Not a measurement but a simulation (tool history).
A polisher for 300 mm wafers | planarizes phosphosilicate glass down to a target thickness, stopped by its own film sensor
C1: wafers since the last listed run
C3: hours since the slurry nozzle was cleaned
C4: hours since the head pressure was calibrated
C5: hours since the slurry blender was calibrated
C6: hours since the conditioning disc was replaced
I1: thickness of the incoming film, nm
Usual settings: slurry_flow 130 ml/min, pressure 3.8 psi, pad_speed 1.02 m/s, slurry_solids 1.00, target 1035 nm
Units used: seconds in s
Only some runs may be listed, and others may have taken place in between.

run 1 day=0.000 | slurry_flow=130 pressure=3.8 pad_speed=1.02 slurry_solids=1.00 target=1035 | C1=0 wafers_polished_on_this_pad=15 C3=506.4 C4=29.7 C5=153.6 C6=218.2 | I1=2159.2 | seconds=94.5
run 2 day=1.450 | slurry_flow=130 pressure=3.3 pad_speed=1.02 slurry_solids=1.00 target=1299 | C1=302 wafers_polished_on_this_pad=318 C3=541.2 C4=64.5 C5=188.4 C6=253.0 | I1=2186.5 | seconds=79.9
run 3 day=2.583 | slurry_flow=130 pressure=3.3 pad_speed=1.02 slurry_solids=1.00 target=1299 | C1=236 wafers_polished_on_this_pad=554 C3=568.4 C4=91.7 C5=215.6 C6=280.2 | I1=2161.1 | seconds=81.8
run 4 day=3.358 | slurry_flow=130 pressure=3.8 pad_speed=1.02 slurry_solids=1.00 target=1035 | C1=161 wafers_polished_on_this_pad=716 C3=587.0 C4=110.3 C5=234.2 C6=298.8 | I1=2164.3 | seconds=94.6
-- day=4.921 slurry blender recalibrated
run 5 day=5.975 | slurry_flow=130 pressure=2.5 pad_speed=0.88 slurry_solids=1.15 target=1035 | C1=528 wafers_polished_on_this_pad=1245 C3=649.8 C4=173.1 C5=25.3 C6=361.6 | I1=2173.3 | seconds=131.9
run 6 day=6.667 | slurry_flow=130 pressure=3.8 pad_speed=1.02 slurry_solids=1.00 target=1035 | C1=144 wafers_polished_on_this_pad=1389 C3=666.4 C4=189.7 C5=41.9 C6=378.2 | I1=2145.3 | seconds=92.9
run 7 day=7.233 | slurry_flow=130 pressure=3.8 pad_speed=1.02 slurry_solids=1.00 target=1035 | C1=118 wafers_polished_on_this_pad=1507 C3=680.0 C4=203.3 C5=55.5 C6=391.8 | I1=2185.4 | seconds=96.1
run 8 day=7.825 | slurry_flow=150 pressure=3.8 pad_speed=1.02 slurry_solids=1.00 target=1035 | C1=123 wafers_polished_on_this_pad=1631 C3=694.2 C4=217.5 C5=69.7 C6=406.0 | I1=2151.6 | seconds=89.5
run 9 day=8.525 | slurry_flow=85 pressure=4.7 pad_speed=0.92 slurry_solids=1.00 target=1035 | C1=146 wafers_polished_on_this_pad=1777 C3=711.0 C4=234.3 C5=86.5 C6=422.8 | I1=2148.3 | seconds=95.4
run 10 day=9.083 | slurry_flow=130 pressure=4.9 pad_speed=1.26 slurry_solids=0.85 target=1307 | C1=116 wafers_polished_on_this_pad=1893 C3=724.4 C4=247.7 C5=99.9 C6=436.2 | I1=2194.6 | seconds=58.0
-- day=9.829 slurry nozzle cleaned
-- day=9.888 worn pad replaced by a new one
run 11 day=10.154 | slurry_flow=130 pressure=3.8 pad_speed=1.02 slurry_solids=1.20 target=1035 | C1=202 wafers_polished_on_this_pad=56 C3=7.8 C4=273.4 C5=125.6 C6=461.9 | I1=2195.6 | seconds=89.2
-- day=11.100 conditioning disc replaced and pad reconditioned
run 12 day=11.304 | slurry_flow=130 pressure=3.8 pad_speed=0.76 slurry_solids=1.00 target=1035 | C1=222 wafers_polished_on_this_pad=278 C3=35.4 C4=301.0 C5=153.2 C6=4.9 | I1=2217.1 | seconds=123.2
run 13 day=12.346 | slurry_flow=130 pressure=3.8 pad_speed=1.02 slurry_solids=0.90 target=1035 | C1=217 wafers_polished_on_this_pad=496 C3=60.4 C4=326.0 C5=178.2 C6=29.9 | I1=2155.6 | seconds=100.2
run 14 day=13.738 | slurry_flow=130 pressure=3.8 pad_speed=1.02 slurry_solids=1.00 target=1035 | C1=290 wafers_polished_on_this_pad=786 C3=93.8 C4=359.4 C5=211.6 C6=63.3 | I1=2187.3 | seconds=93.8
-- day=15.012 slurry blender recalibrated
run 15 day=15.579 | slurry_flow=130 pressure=4.4 pad_speed=1.02 slurry_solids=1.00 target=1035 | C1=367 wafers_polished_on_this_pad=1153 C3=138.0 C4=403.6 C5=13.6 C6=107.5 | I1=2195.6 | seconds=87.3

Predict the results of run 16:
run 16 day=16.104 | slurry_flow=130 pressure=3.8 pad_speed=1.22 slurry_solids=0.80 target=1035 | C1=109 wafers_polished_on_this_pad=1263 C3=150.6 C4=416.2 C5=26.2 C6=120.1 | I1=2167.1 | seconds=?

{"run 16": {"seconds": 95.5}}
With the hidden condition absent and the run-to-run variation left alone, this run would have shown seconds 95.5 s.
